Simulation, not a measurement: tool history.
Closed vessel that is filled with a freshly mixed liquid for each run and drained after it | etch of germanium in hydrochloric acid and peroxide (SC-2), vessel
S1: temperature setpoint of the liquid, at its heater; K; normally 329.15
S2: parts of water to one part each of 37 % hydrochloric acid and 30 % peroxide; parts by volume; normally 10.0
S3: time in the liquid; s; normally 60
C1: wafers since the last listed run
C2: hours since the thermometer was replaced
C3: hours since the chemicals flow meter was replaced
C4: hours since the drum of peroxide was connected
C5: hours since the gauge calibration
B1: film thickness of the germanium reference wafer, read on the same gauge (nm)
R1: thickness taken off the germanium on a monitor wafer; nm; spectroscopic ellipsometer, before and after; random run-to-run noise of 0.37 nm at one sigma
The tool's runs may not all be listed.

| run | hour | S1 | S2 | S3 | C1 | C2 | C3 | C4 | C5 | B1 | R1 |
|---|---|---|---|---|---|---|---|---|---|---|---|
| 1 | 0.0 | 329.15 | 11.5 | 60 | 0 | 754.8 | 16.6 | 358.0 | 475.1 | 40.01 | 159.37 |
| 2 | 45.5 | 329.15 | 11.5 | 60 | 6264 | 800.3 | 62.1 | 403.5 | 520.6 | 40.00 | 160.11 |
| 3 | 102.6 | 329.15 | 10.0 | 60 | 7861 | 857.4 | 119.2 | 460.6 | 577.7 | 39.99 | 162.32 |
| 4 | 214.3 | 329.15 | 10.0 | 60 | 15378 | 969.1 | 230.9 | 572.3 | 689.4 | 40.00 | 161.82 |
|  | 275.0 | new drum of peroxide connected |
| 5 | 282.4 | 329.15 | 10.0 | 60 | 9238 | 1037.2 | 299.0 | 7.4 | 757.5 | 40.00 | 164.16 |
|  | 304.0 | thermometer replaced |
| 6 | 329.8 | 331.15 | 10.0 | 60 | 6388 | 25.8 | 346.4 | 54.8 | 804.9 | 40.02 | 173.88 |
| 7 | 373.3 | 329.15 | 10.0 | 60 | 5989 | 69.3 | 389.9 | 98.3 | 848.4 | 40.00 | 163.68 |
| 8 | 441.0 | 329.15 | 10.0 | 60 | 9320 | 137.0 | 457.6 | 166.0 | 916.1 | 39.98 | 163.97 |
| 9 | 510.5 | 329.15 | 10.0 | 60 | 9568 | 206.5 | 527.1 | 235.5 | 985.6 | 39.98 | 164.19 |
| 10 | 565.3 | 327.15 | 10.0 | 60 | 7544 | 261.3 | 581.9 | 290.3 | 1040.4 | 39.99 | 153.93 |
| 11 | 629.9 | 329.15 | 10.0 | 60 | 8894 | 325.9 | 646.5 | 354.9 | 1105.0 | 39.99 | 163.49 |
| 12 | 654.0 | 329.15 | 10.0 | 60 | 3318 | 350.0 | 670.6 | 379.0 | 1129.1 | 40.01 | 163.77 |
| 13 | 707.5 | 329.15 | 10.0 | 60 | 7365 | 403.5 | 724.1 | 432.5 | 1182.6 | 40.02 | 164.19 |
| 14 | 762.1 | 329.15 | 10.0 | 60 | 7517 | 458.1 | 778.7 | 487.1 | 1237.2 | 39.99 | 163.50 |
| 15 | 825.0 | 332.15 | 10.0 | 35 | 8659 | 521.0 | 841.6 | 550.0 | 1300.1 | 39.99 | 104.57 |
|  | 863.6 | gauge calibrated |
| 16 | 878.3 | 329.15 | 10.0 | 60 | 7338 | 574.3 | 894.9 | 603.3 | 14.7 | 39.98 | 163.15 |
| 17 | 950.1 | 336.15 | 7.5 | 60 | 9885 | 646.1 | 966.7 | 675.1 | 86.5 | 39.99 | 206.84 |
| 18 | 1008.7 | 332.15 | 6.5 | 40 | 8067 | 704.7 | 1025.3 | 733.7 | 145.1 | 39.98 | 123.32 |
|  | 1019.6 | new drum of peroxide connected |
|  | 1027.5 | chemicals flow meter replaced |
| 19 | 1066.1 | 329.15 | 11.5 | 60 | 7627 | 762.1 | 38.6 | 46.5 | 202.5 | 40.00 | 160.59 |
| 20 | 1126.9 | 332.65 | 6.0 | 90 | 8370 | 822.9 | 99.4 | 107.3 | 263.3 | 39.98 | 282.84 |
| 21 | 1172.8 | 332.15 | 10.0 | 35 | 6319 | 868.8 | 145.3 | 153.2 | 309.2 | 40.02 | 104.32 |
| 22 | 1214.4 | 329.15 | 10.0 | 60 | 5727 | 910.4 | 186.9 | 194.8 | 350.8 | 39.99 | 163.62 |
|  | 1243.5 | thermometer replaced |
| 23 | 1253.6 | 329.15 | 10.0 | 60 | 5259 | 10.1 | 226.1 | 234.0 | 390.0 | 39.98 | 162.42 |
| 24 | 1296.8 | 329.15 | 12.0 | 30 | 5947 | 53.3 | 269.3 | 277.2 | 433.2 | 40.01 | 80.09 |
| 25 | 1363.7 | 324.15 | 10.0 | 60 | 9210 | 120.2 | 336.2 | 344.1 | 500.1 | 39.99 | 139.99 |
| 26 | 1475.2 | 325.65 | 14.0 | 90 | 15351 | 231.7 | 447.7 | 455.6 | 611.6 | 40.01 | 210.82 |
| 27 | 1517.9 | 329.15 | 10.0 | 60 | 5878 | 274.4 | 490.4 | 498.3 | 654.3 | 40.01 | 163.36 |
| 28 | 1578.5 | 329.15 | 10.0 | 30 | 8343 | 335.0 | 551.0 | 558.9 | 714.9 | 40.01 | 81.27 |
| 29 | 1609.1 | 329.15 | 10.0 | 60 | 4212 | 365.6 | 581.6 | 589.5 | 745.5 | 40.01 | 163.18 |
| 30 | 1666.1 | 322.15 | 7.0 | 70 | 7847 | 422.6 | 638.6 | 646.5 | 802.5 | 40.01 | 157.41 |
|  | 1699.2 | new drum of peroxide connected |
| 31 | 1710.8 | 336.65 | 6.5 | 75 | 6016 | 467.3 | 683.3 | 11.6 | 847.2 | 39.99 | 264.85 |

Consider 3 possible next runs. They are alternatives, not a sequence: every one starts from the tool as it was left by run 31. What does each give?
| A | 1711.5 | 329.15 | 10.0 | 60 | 96 | 468.0 | 684.0 | 12.3 | 847.9 | ? | ? |
| B | 1711.5 | 337.15 | 13.0 | 40 | 96 | 468.0 | 684.0 | 12.3 | 847.9 | ? | ? |
| C | 1711.5 | 334.65 | 10.0 | 40 | 96 | 468.0 | 684.0 | 12.3 | 847.9 | ? | ? |

| run | B1 | R1 |
|---|---|---|
| A | 40.01 | 164.20 |
| B | 40.01 | 134.14 |
| C | 40.01 | 128.91 |
Without the tool's hidden state the same runs would have given:
| run | R1 |
|---|---|
| A | 163.32 |
| B | 132.99 |
| C | 128.15 |
